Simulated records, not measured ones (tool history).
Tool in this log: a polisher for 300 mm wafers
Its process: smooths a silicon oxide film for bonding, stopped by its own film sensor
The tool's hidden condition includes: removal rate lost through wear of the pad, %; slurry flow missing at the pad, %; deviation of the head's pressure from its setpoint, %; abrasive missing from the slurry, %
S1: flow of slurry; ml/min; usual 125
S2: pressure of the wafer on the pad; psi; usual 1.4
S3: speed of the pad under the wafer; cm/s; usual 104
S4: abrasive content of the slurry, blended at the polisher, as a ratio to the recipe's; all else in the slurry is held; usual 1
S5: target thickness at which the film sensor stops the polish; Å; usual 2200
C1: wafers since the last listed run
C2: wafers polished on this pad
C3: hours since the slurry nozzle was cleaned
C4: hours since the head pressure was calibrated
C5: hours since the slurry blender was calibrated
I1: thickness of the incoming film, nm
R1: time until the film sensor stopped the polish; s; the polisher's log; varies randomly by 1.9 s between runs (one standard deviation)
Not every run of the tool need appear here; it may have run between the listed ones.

run	day	S1	S2	S3	S4	S5	C1	C2	C3	C4	C5	I1	R1
1	0	125	1.4	104	1	2200	0	1048	139.3	457.1	198.2	279.7	99.6
2	2.692	125	1.4	104	1	2200	398	1447	203.9	521.7	262.8	282.2	107.4
# day 3.442: head pressure recalibrated
3	4.879	125	1.4	104	1	2200	311	1758	256.4	34.5	315.3	280.9	105.1
4	6.454	110	1.4	94	1	2200	233	1992	294.2	72.3	353.1	278.9	114.9
5	8.429	125	1.4	104	1	2150	292	2284	341.6	119.7	400.5	283.1	122.5
# day 10.371: worn pad replaced by a new one
# day 11.812: slurry blender recalibrated
6	12.917	125	1.4	104	1	2150	627	365	449.3	227.4	26.5	278.7	122.5
7	16.283	125	1.4	104	1.1	2200	498	863	530.1	308.2	107.3	274.6	101.7
8	17.888	90	1.4	104	1	2200	237	1101	568.6	346.7	145.8	279.2	124.1
# day 18.375: slurry nozzle cleaned
9	19.567	90	1.4	104	1	2200	242	1344	28.6	387	186.1	280.3	124.6
# day 21.862: worn pad replaced by a new one, repeated, since the last time left the tool worse
10	21.883	90	1.4	104	1	2200	318	3	84.2	442.6	241.7	275.2	98.5
# day 21.988: head pressure recalibrated
11	24.95	125	1.4	104	1	2290	441	445	157.8	71.1	315.3	274	75.9
12	29.088	125	1.4	104	1	2290	612	1058	257.1	170.4	414.6	278	85.9
# day 29.95: slurry blender recalibrated
13	30.825	125	1.4	104	1	2200	245	1303	298.8	212.1	21	280.2	103.4
14	33.038	150	1	104	0.7	2070	327	1631	351.9	265.2	74.1	283.9	228.4
15	36.188	105	1.1	94	1	2010	466	2097	427.5	340.8	149.7	282.1	209.5
16	39.504	125	1.1	136	0.9	2340	491	2589	507.1	420.4	229.3	283.6	100.4
# day 40.154: worn pad replaced by a new one
17	42.517	125	1.1	104	1	2350	421	349	579.4	492.7	301.6	281.9	100.4
# day 42.688: head pressure recalibrated
18	44.45	125	1.4	70	0.85	2270	274	624	625.8	42.3	348	279.5	134.5
# day 47.642: slurry blender recalibrated
19	48.338	125	1.4	104	1.25	2200	563	1187	719.1	135.6	16.7	279.8	94.3
# day 48.938: slurry nozzle cleaned
20	51.488	105	1.6	72	0.8	2200	460	1648	61.2	211.2	92.3	280.7	145.1
# day 55.512: worn pad replaced by a new one
21	55.621	125	1.9	104	1	2120	587	16	160.4	310.4	191.5	277.3	81.7
22	58.321	125	1.4	104	1	2200	400	416	225.2	375.2	256.3	280.8	102.4
23	60.879	155	1.9	80	0.8	2200	379	795	286.6	436.6	317.7	274.8	94.6
# day 62.417: head pressure recalibrated
24	63.258	125	1.4	104	1	2200	340	1135	343.7	20.2	374.8	283	108.2
25	66.062	145	1.4	104	1	2200	415	1550	411	87.5	442.1	280.5	101.7
# day 66.9: slurry blender recalibrated
26	67.721	125	1.4	104	1	2200	233	1784	450.8	127.3	19.7	277.8	102.3
27	69.971	125	1	104	1	2140	333	2117	504.8	181.3	73.7	280	162.5
# day 70.871: worn pad replaced by a new one
28	72.708	125	1.4	104	1.15	2280	380	272	570.5	247	139.4	280.3	83.4
# day 76.975: slurry nozzle cleaned
29	76.996	125	1.8	104	1	2320	629	901	0.5	349.9	242.3	276.1	59.1

5 ways to go on from here, each from the tool as it stands after run 29. What would each give?
A	77.017	150	1.4	104	1	2200	3	904	1	350.4	242.8	281.3	?
B	77.017	145	1.2	88	0.8	2200	3	904	1	350.4	242.8	281.3	?
C	77.017	125	1.1	76	0.9	2200	3	904	1	350.4	242.8	281.3	?
D	77.017	80	1.1	74	1.25	2200	3	904	1	350.4	242.8	281.3	?
E	77.017	155	1.4	104	1	2270	3	904	1	350.4	242.8	281.3	?

run	R1
A	103.4
B	156.4
C	183.3
D	171.4
E	91.2
Without the tool's unlogged condition, the same runs would have read:
run	R1
A	101.7
B	153.7
C	180.2
D	168.5
E	89.7
